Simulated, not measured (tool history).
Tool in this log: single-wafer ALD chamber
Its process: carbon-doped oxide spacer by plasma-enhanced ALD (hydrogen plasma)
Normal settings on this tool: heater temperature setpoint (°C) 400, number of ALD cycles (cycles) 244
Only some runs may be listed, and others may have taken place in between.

run	hour	heater temperature setpoint (°C)	number of ALD cycles (cycles)	wafers since the last listed run	hours since the last thermocouple change	hours since the gauge calibration	read-back reference wafer on the same gauge, thickness_nm	mean film thickness on the monitor wafer (nm)
1	0	400	244	0	1811.3	312.2	11.176	10.865
2	54.3	400	244	90	1865.6	366.5	11.167	10.721
3	161.6	400	244	179	1972.9	473.8	11.155	10.808
4	243.7	400	244	137	2055	555.9	11.136	10.668
5	292.3	400	244	81	2103.6	604.5	11.128	10.795
6	381.1	395	244	148	2192.4	693.3	11.143	10.686
# hour 421.7: gauge calibrated
7	442.1	395	244	101	2253.4	20.4	11.404	11.109
8	485.3	389	244	72	2296.6	63.6	11.33	10.906
9	545.4	389	244	100	2356.7	123.7	11.278	10.897
10	589.1	412	205	73	2400.4	167.4	11.249	8.769
11	674.8	395	244	143	2486.1	253.1	11.209	10.724
# hour 737.7: thermocouple changed; heater temperature recalibrated
12	738.2	391	217	92	0.5	316.5	11.159	9.529
13	789.2	400	244	85	51.5	367.5	11.168	10.787
14	826.7	396	195	62	89	405	11.143	8.631
15	888.5	400	244	103	150.8	466.8	11.166	10.678
16	935.1	391	244	77	197.4	513.4	11.13	10.668
# hour 985.5: gauge calibrated
17	1021.1	408	282	143	283.4	35.6	11.376	12.302
18	1103.9	400	231	138	366.2	118.4	11.288	10.404
19	1188.5	408	244	141	450.8	203	11.213	10.559

Consider 4 possible next runs. They are alternatives, not a sequence: every one starts from the tool as it was left by run 19. What does each give?
A	1189.3	400	244	1	451.6	203.8	?	?
B	1189.3	400	228	1	451.6	203.8	?	?
C	1189.3	391	269	1	451.6	203.8	?	?
D	1189.3	395	289	1	451.6	203.8	?	?

run	read-back reference wafer on the same gauge, thickness_nm	mean film thickness on the monitor wafer (nm)
A	11.23	10.788
B	11.23	10.081
C	11.23	11.894
D	11.23	12.778
Take away the tool's hidden state, keep each run's random variation, and the runs would have read:
run	mean film thickness on the monitor wafer (nm)
A	10.958
B	10.239
C	12.081
D	12.979

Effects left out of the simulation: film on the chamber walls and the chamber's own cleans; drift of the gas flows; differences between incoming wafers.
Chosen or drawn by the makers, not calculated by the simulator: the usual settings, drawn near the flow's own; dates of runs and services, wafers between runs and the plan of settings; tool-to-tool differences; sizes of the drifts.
